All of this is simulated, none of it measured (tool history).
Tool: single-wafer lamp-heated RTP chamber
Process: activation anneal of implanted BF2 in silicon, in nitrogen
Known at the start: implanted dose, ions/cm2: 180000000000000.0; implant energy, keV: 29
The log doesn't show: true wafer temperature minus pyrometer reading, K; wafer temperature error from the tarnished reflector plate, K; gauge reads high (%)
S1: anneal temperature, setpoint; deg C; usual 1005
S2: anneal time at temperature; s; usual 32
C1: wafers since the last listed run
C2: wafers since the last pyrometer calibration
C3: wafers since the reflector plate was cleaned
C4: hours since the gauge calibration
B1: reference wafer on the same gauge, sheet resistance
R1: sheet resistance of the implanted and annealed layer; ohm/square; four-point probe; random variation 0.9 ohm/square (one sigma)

run 1 day=0.000 | S1=1005 S2=45 | C1=0 C2=3987 C3=1381 C4=94.6 | B1=629.02 | R1=596.10
-- day=3.675 pyrometer window cleaned and pyrometer calibrated
run 2 day=7.788 | S1=1005 S2=32 | C1=2990 C2=1650 C3=4371 C4=281.5 | B1=629.01 | R1=601.18
run 3 day=10.067 | S1=1005 S2=32 | C1=914 C2=2564 C3=5286 C4=336.2 | B1=628.88 | R1=601.16
run 4 day=12.367 | S1=992 S2=32 | C1=922 C2=3487 C3=6209 C4=391.4 | B1=629.02 | R1=602.84
run 5 day=14.112 | S1=992 S2=32 | C1=700 C2=4188 C3=6909 C4=433.3 | B1=629.11 | R1=603.55
-- day=16.812 pyrometer window cleaned and pyrometer calibrated
run 6 day=16.833 | S1=992 S2=32 | C1=957 C2=8 C3=7867 C4=498.6 | B1=629.20 | R1=603.07
run 7 day=19.188 | S1=1005 S2=32 | C1=944 C2=953 C3=8811 C4=555.1 | B1=628.96 | R1=599.20
run 8 day=20.212 | S1=1005 S2=32 | C1=411 C2=1364 C3=9223 C4=579.7 | B1=629.19 | R1=599.78
run 9 day=24.454 | S1=1005 S2=32 | C1=1701 C2=3066 C3=10924 C4=681.5 | B1=628.83 | R1=597.97
run 10 day=26.117 | S1=1005 S2=32 | C1=667 C2=3733 C3=11591 C4=721.4 | B1=629.25 | R1=600.91
run 11 day=28.162 | S1=1005 S2=32 | C1=820 C2=4554 C3=12412 C4=770.5 | B1=629.12 | R1=600.03
run 12 day=29.317 | S1=1016 S2=41 | C1=463 C2=5017 C3=12875 C4=798.2 | B1=629.17 | R1=595.87
-- day=31.388 pyrometer window cleaned and pyrometer calibrated
run 13 day=31.462 | S1=1005 S2=32 | C1=727 C2=29 C3=13603 C4=849.7 | B1=628.93 | R1=600.88
run 14 day=33.571 | S1=1026 S2=47 | C1=845 C2=875 C3=14448 C4=900.3 | B1=629.10 | R1=592.47
-- day=35.158 reflector plate cleaned
run 15 day=36.346 | S1=1031 S2=16 | C1=979 C2=1854 C3=476 C4=966.9 | B1=628.92 | R1=601.27
-- day=37.521 gauge calibrated
run 16 day=39.058 | S1=1005 S2=32 | C1=1088 C2=2943 C3=1565 C4=36.9 | B1=628.96 | R1=598.91
run 17 day=42.592 | S1=979 S2=16 | C1=1417 C2=4360 C3=2982 C4=121.7 | B1=629.06 | R1=614.25
run 18 day=44.771 | S1=1016 S2=20 | C1=874 C2=5235 C3=3857 C4=174.0 | B1=628.86 | R1=601.30
-- day=45.829 pyrometer window cleaned and pyrometer calibrated
run 19 day=46.604 | S1=997 S2=46 | C1=601 C2=311 C3=4458 C4=218.0 | B1=629.01 | R1=597.03
run 20 day=48.896 | S1=983 S2=38 | C1=919 C2=1230 C3=5378 C4=273.0 | B1=629.07 | R1=604.37
run 21 day=50.733 | S1=1005 S2=45 | C1=737 C2=1967 C3=6115 C4=317.1 | B1=628.96 | R1=596.73
run 22 day=52.758 | S1=989 S2=41 | C1=812 C2=2780 C3=6927 C4=365.7 | B1=629.10 | R1=602.33
run 23 day=54.212 | S1=1005 S2=32 | C1=583 C2=3363 C3=7511 C4=400.6 | B1=628.72 | R1=600.85

5 ways to go on from here, each from the tool as it stands after run 23. What would each give?
run A day=54.229 | S1=1022 S2=32 | C1=6 C2=3370 C3=7518 C4=401.0 | B1=? | R1=?
run B day=54.229 | S1=993 S2=32 | C1=6 C2=3370 C3=7518 C4=401.0 | B1=? | R1=?
run C day=54.229 | S1=1021 S2=32 | C1=6 C2=3370 C3=7518 C4=401.0 | B1=? | R1=?
run D day=54.229 | S1=979 S2=39 | C1=6 C2=3370 C3=7518 C4=401.0 | B1=? | R1=?
run E day=54.229 | S1=1033 S2=32 | C1=6 C2=3370 C3=7518 C4=401.0 | B1=? | R1=?

run=A B1=628.81 R1=596.29
run=B B1=628.81 R1=602.13
run=C B1=628.81 R1=596.47
run=D B1=628.81 R1=605.71
run=E B1=628.81 R1=594.26
Without the tool's hidden state the same runs would have given:
run=A R1=596.29
run=B R1=602.13
run=C R1=596.47
run=D R1=605.71
run=E R1=594.26
